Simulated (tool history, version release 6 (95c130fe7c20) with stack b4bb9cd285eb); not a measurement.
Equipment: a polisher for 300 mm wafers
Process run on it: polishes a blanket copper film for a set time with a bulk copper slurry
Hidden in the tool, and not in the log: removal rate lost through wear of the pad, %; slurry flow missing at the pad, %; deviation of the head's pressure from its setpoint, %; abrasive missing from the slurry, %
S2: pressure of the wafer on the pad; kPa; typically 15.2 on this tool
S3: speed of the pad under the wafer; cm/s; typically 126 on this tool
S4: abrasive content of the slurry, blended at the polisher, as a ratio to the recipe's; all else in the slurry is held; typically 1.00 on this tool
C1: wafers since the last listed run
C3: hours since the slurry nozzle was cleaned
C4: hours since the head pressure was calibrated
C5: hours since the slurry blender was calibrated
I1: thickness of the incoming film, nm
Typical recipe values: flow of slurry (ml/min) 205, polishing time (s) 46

Run 1, hour 0.0: usual settings but S3 108 cm/s; C1 0; wafers polished on this pad 33; C3 300.2; C4 640.6; C5 239.4; I1 3176.3. Result: film removed (nm) 300.3.
At hour 21.5: slurry blender recalibrated.
At hour 56.7: slurry nozzle cleaned.
Run 2, hour 58.1: usual settings but S4 0.90, polishing time (s) 40; C1 750; wafers polished on this pad 783; C3 1.4; C4 698.7; C5 36.6; I1 3235.2. Result: film removed (nm) 313.1.
At hour 70.6: head pressure recalibrated.
Run 3, hour 112.4: usual settings but S3 142 cm/s, polishing time (s) 56; C1 711; wafers polished on this pad 1495; C3 55.7; C4 41.8; C5 90.9; I1 3205.4. Result: film removed (nm) 476.2.
Run 4, hour 138.5: usual settings but S3 142 cm/s, polishing time (s) 56; C1 355; wafers polished on this pad 1850; C3 81.8; C4 67.9; C5 117.0; I1 3236.5. Result: film removed (nm) 465.8.
Run 5, hour 179.3: usual settings; C1 555; wafers polished on this pad 2406; C3 122.6; C4 108.7; C5 157.8; I1 3247.4. Result: film removed (nm) 326.1.
Run 6, hour 213.3: usual settings; C1 462; wafers polished on this pad 2869; C3 156.6; C4 142.7; C5 191.8; I1 3224.1. Result: film removed (nm) 320.4.
At hour 231.7: worn pad replaced by a new one.
At hour 239.0: slurry blender recalibrated.
Run 7, hour 282.1: usual settings; C1 854; wafers polished on this pad 659; C3 225.4; C4 211.5; C5 43.1; I1 3186.7. Result: film removed (nm) 365.0.
Run 8, hour 316.1: usual settings but S2 16.5 kPa; C1 462; wafers polished on this pad 1122; C3 259.4; C4 245.5; C5 77.1; I1 3177.5. Result: film removed (nm) 389.9.
Run 9, hour 372.0: usual settings; C1 760; wafers polished on this pad 1883; C3 315.3; C4 301.4; C5 133.0; I1 3225.3. Result: film removed (nm) 348.6.
At hour 441.4: slurry nozzle cleaned.
At hour 464.8: slurry blender recalibrated.
At hour 479.6: worn pad replaced by a new one.
Run 10, hour 518.0: usual settings; C1 1892; wafers polished on this pad 523; C3 76.6; C4 447.4; C5 53.2; I1 3219.8. Result: film removed (nm) 373.1.
Run 11, hour 567.6: usual settings; C1 675; wafers polished on this pad 1198; C3 126.2; C4 497.0; C5 102.8; I1 3207.0. Result: film removed (nm) 358.2.
Run 12, hour 624.9: usual settings but S2 13.1 kPa; C1 780; wafers polished on this pad 1978; C3 183.5; C4 554.3; C5 160.1; I1 3155.8. Result: film removed (nm) 297.1.
Run 13, hour 660.1: usual settings; C1 479; wafers polished on this pad 2457; C3 218.7; C4 589.5; C5 195.3; I1 3189.1. Result: film removed (nm) 332.7.
At hour 664.3: slurry blender recalibrated.
Run 14, hour 691.9: usual settings but S4 0.75, polishing time (s) 32; C1 405; wafers polished on this pad 2863; C3 250.5; C4 621.3; C5 27.6; I1 3235.8. Result: film removed (nm) 225.5.
At hour 725.7: head pressure recalibrated.
At hour 728.8: worn pad replaced by a new one.
Run 15, hour 729.3: usual settings but S4 1.30; C1 438; wafers polished on this pad 6; C3 287.9; C4 3.6; C5 65.0; I1 3188.4. Result: film removed (nm) 386.7.
Run 16, hour 754.7: usual settings but S2 17.9 kPa, S3 90 cm/s, S4 0.75; C1 345; wafers polished on this pad 352; C3 313.3; C4 29.0; C5 90.4; I1 3198.4. Result: film removed (nm) 300.1.
At hour 790.1: slurry nozzle cleaned.
Run 17, hour 817.6: usual settings but S2 11.0 kPa, polishing time (s) 34; C1 842; wafers polished on this pad 1194; C3 27.5; C4 91.9; C5 153.3; I1 3153.0. Result: film removed (nm) 186.2.
At hour 920.3: slurry blender recalibrated.
At hour 941.9: worn pad replaced by a new one.
Run 18, hour 994.0: usual settings; C1 2319; wafers polished on this pad 709; C3 203.9; C4 268.3; C5 73.7; I1 3187.5. Result: film removed (nm) 369.2.
Run 19, hour 1036.7: usual settings; C1 581; wafers polished on this pad 1291; C3 246.6; C4 311.0; C5 116.4; I1 3200.6. Result: film removed (nm) 346.4.
Run 20, hour 1063.3: usual settings but flow of slurry (ml/min) 180, polishing time (s) 59; C1 362; wafers polished on this pad 1653; C3 273.2; C4 337.6; C5 143.0; I1 3214.6. Result: film removed (nm) 428.1.
Run 21, hour 1118.5: usual settings but S2 17.2 kPa, S4 0.70; C1 751; wafers polished on this pad 2404; C3 328.4; C4 392.8; C5 198.2; I1 3186.3. Result: film removed (nm) 361.1.
At hour 1155.2: slurry nozzle cleaned.
Run 22, hour 1161.0: usual settings; C1 564; wafers polished on this pad 2969; C3 5.8; C4 435.3; C5 240.7; I1 3237.6. Result: film removed (nm) 320.1.

Predict each of these 5 candidate next runs independently; none follows another, all start after run 22:
Run A, hour 1161.4: usual settings but S4 0.70; C1 5; wafers polished on this pad 2975; C3 6.2; C4 435.7; C5 241.1; I1 3129.1. Result: film removed (nm) ?.
Run B, hour 1161.4: usual settings but flow of slurry (ml/min) 145, S4 1.25; C1 5; wafers polished on this pad 2975; C3 6.2; C4 435.7; C5 241.1; I1 3129.1. Result: film removed (nm) ?.
Run C, hour 1161.4: usual settings but S2 19.3 kPa, S3 138 cm/s; C1 5; wafers polished on this pad 2975; C3 6.2; C4 435.7; C5 241.1; I1 3129.1. Result: film removed (nm) ?.
Run D, hour 1161.4: usual settings but flow of slurry (ml/min) 260, S3 106 cm/s, S4 1.30, polishing time (s) 55; C1 5; wafers polished on this pad 2975; C3 6.2; C4 435.7; C5 241.1; I1 3129.1. Result: film removed (nm) ?.
Run E, hour 1161.4: usual settings but flow of slurry (ml/min) 225, S3 168 cm/s, S4 1.10; C1 5; wafers polished on this pad 2975; C3 6.2; C4 435.7; C5 241.1; I1 3129.1. Result: film removed (nm) ?.

run  film removed (nm)
  A              302.4
  B              305.6
  C              439.4
  D              338.4
  E              430.9
Without the tool's hidden state the same runs would have given:
run  film removed (nm)
  A              362.3
  B              367.2
  C              527.3
  D              406.6
  E              517.4
